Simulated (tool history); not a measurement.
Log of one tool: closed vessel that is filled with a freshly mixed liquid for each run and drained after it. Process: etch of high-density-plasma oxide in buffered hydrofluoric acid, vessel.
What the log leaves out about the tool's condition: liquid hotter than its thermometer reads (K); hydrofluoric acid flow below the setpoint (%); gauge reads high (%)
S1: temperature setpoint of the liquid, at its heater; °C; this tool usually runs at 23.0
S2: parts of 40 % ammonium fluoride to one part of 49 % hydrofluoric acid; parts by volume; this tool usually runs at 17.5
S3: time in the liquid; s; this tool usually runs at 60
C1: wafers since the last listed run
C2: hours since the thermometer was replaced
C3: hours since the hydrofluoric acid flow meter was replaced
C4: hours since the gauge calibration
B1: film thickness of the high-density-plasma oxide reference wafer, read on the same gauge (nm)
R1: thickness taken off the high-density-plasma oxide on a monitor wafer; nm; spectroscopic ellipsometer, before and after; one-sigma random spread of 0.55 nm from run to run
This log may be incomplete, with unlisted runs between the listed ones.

run 1 hour=0.0 | S1=23.0 S2=17.5 S3=60 | C1=0 C2=1079.2 C3=433.8 C4=2145.8 | B1=69.99 | R1=71.02
run 2 hour=47.3 | S1=23.0 S2=17.5 S3=60 | C1=4575 C2=1126.5 C3=481.1 C4=2193.1 | B1=70.01 | R1=71.82
run 3 hour=126.9 | S1=23.0 S2=17.5 S3=70 | C1=7700 C2=1206.1 C3=560.7 C4=2272.7 | B1=69.98 | R1=83.85
run 4 hour=225.9 | S1=23.0 S2=17.5 S3=70 | C1=9576 C2=1305.1 C3=659.7 C4=2371.7 | B1=69.99 | R1=83.17
-- hour=237.0 gauge calibrated
run 5 hour=277.5 | S1=23.0 S2=17.5 S3=70 | C1=4991 C2=1356.7 C3=711.3 C4=40.5 | B1=69.97 | R1=83.74
run 6 hour=361.5 | S1=23.0 S2=17.5 S3=60 | C1=8125 C2=1440.7 C3=795.3 C4=124.5 | B1=69.98 | R1=72.66
run 7 hour=450.3 | S1=23.0 S2=17.5 S3=60 | C1=8590 C2=1529.5 C3=884.1 C4=213.3 | B1=70.01 | R1=72.42
run 8 hour=511.3 | S1=23.0 S2=17.5 S3=60 | C1=5900 C2=1590.5 C3=945.1 C4=274.3 | B1=69.99 | R1=72.18
-- hour=528.0 thermometer replaced
run 9 hour=586.2 | S1=23.0 S2=15.0 S3=75 | C1=7148 C2=58.2 C3=1020.0 C4=349.2 | B1=69.98 | R1=112.44
run 10 hour=660.6 | S1=26.0 S2=15.5 S3=30 | C1=7197 C2=132.6 C3=1094.4 C4=423.6 | B1=70.00 | R1=51.68
run 11 hour=758.0 | S1=21.5 S2=17.5 S3=60 | C1=9422 C2=230.0 C3=1191.8 C4=521.0 | B1=69.98 | R1=72.39
run 12 hour=813.3 | S1=23.0 S2=17.5 S3=50 | C1=5349 C2=285.3 C3=1247.1 C4=576.3 | B1=70.00 | R1=65.97
run 13 hour=853.1 | S1=23.0 S2=17.5 S3=60 | C1=3850 C2=325.1 C3=1286.9 C4=616.1 | B1=70.00 | R1=79.77
run 14 hour=899.1 | S1=20.5 S2=17.5 S3=80 | C1=4449 C2=371.1 C3=1332.9 C4=662.1 | B1=70.01 | R1=92.44
run 15 hour=999.8 | S1=19.5 S2=19.5 S3=60 | C1=9741 C2=471.8 C3=1433.6 C4=762.8 | B1=70.04 | R1=58.65
run 16 hour=1047.6 | S1=23.0 S2=17.5 S3=40 | C1=4623 C2=519.6 C3=1481.4 C4=810.6 | B1=70.00 | R1=52.54
run 17 hour=1091.8 | S1=23.0 S2=17.5 S3=60 | C1=4275 C2=563.8 C3=1525.6 C4=854.8 | B1=70.01 | R1=80.84
run 18 hour=1147.3 | S1=21.0 S2=11.5 S3=40 | C1=5368 C2=619.3 C3=1581.1 C4=910.3 | B1=70.00 | R1=73.37
run 19 hour=1221.2 | S1=23.0 S2=23.0 S3=40 | C1=7148 C2=693.2 C3=1655.0 C4=984.2 | B1=69.99 | R1=42.75
-- hour=1268.0 thermometer replaced, repeated, since the last time left the tool worse
run 20 hour=1319.6 | S1=23.0 S2=17.5 S3=60 | C1=9422 C2=51.6 C3=1753.4 C4=1082.6 | B1=70.01 | R1=67.98
run 21 hour=1405.1 | S1=27.5 S2=21.0 S3=30 | C1=8270 C2=137.1 C3=1838.9 C4=1168.1 | B1=69.98 | R1=37.15
run 22 hour=1455.1 | S1=27.0 S2=14.5 S3=60 | C1=4836 C2=187.1 C3=1888.9 C4=1218.1 | B1=70.01 | R1=102.77
run 23 hour=1501.6 | S1=20.5 S2=11.5 S3=30 | C1=4498 C2=233.6 C3=1935.4 C4=1264.6 | B1=69.98 | R1=45.05
-- hour=1529.3 hydrofluoric acid flow meter replaced
run 24 hour=1594.0 | S1=23.0 S2=17.5 S3=60 | C1=8841 C2=326.0 C3=64.7 C4=1357.0 | B1=70.00 | R1=69.33
run 25 hour=1687.5 | S1=27.5 S2=17.5 S3=85 | C1=9044 C2=419.5 C3=158.2 C4=1450.5 | B1=70.03 | R1=126.40
run 26 hour=1780.6 | S1=23.0 S2=17.5 S3=60 | C1=9006 C2=512.6 C3=251.3 C4=1543.6 | B1=70.00 | R1=70.07
run 27 hour=1887.2 | S1=27.5 S2=11.0 S3=45 | C1=10311 C2=619.2 C3=357.9 C4=1650.2 | B1=70.01 | R1=104.97
run 28 hour=1994.6 | S1=23.0 S2=17.5 S3=60 | C1=10389 C2=726.6 C3=465.3 C4=1757.6 | B1=69.99 | R1=70.58
run 29 hour=2098.7 | S1=19.5 S2=11.5 S3=30 | C1=10070 C2=830.7 C3=569.4 C4=1861.7 | B1=69.99 | R1=43.50
run 30 hour=2187.0 | S1=27.0 S2=14.5 S3=60 | C1=8541 C2=919.0 C3=657.7 C4=1950.0 | B1=70.00 | R1=105.69
run 31 hour=2231.3 | S1=25.0 S2=17.5 S3=90 | C1=4285 C2=963.3 C3=702.0 C4=1994.3 | B1=70.01 | R1=118.70

Measured less the same run without the tool's hidden state. The same run-to-run variation is in both; the gauge's scatter may not be:
run=1 R1=+3.61
run=2 R1=+3.80
run=3 R1=+4.73
run=4 R1=+5.08
run=5 R1=+5.29
run=6 R1=+4.85
run=7 R1=+5.12
run=8 R1=+5.29
run=9 R1=+15.17
run=10 R1=+7.02
run=11 R1=+10.38
run=12 R1=+9.52
run=13 R1=+11.67
run=14 R1=+13.90
run=15 R1=+9.09
run=16 R1=+8.09
run=17 R1=+12.57
run=18 R1=+11.69
run=19 R1=+6.90
run=20 R1=+0.74
run=21 R1=+0.53
run=22 R1=+1.75
run=23 R1=+0.89
run=24 R1=+1.65
run=25 R1=+3.46
run=26 R1=+2.27
run=27 R1=+3.78
run=28 R1=+2.99
run=29 R1=+2.09
run=30 R1=+5.23
run=31 R1=+6.20
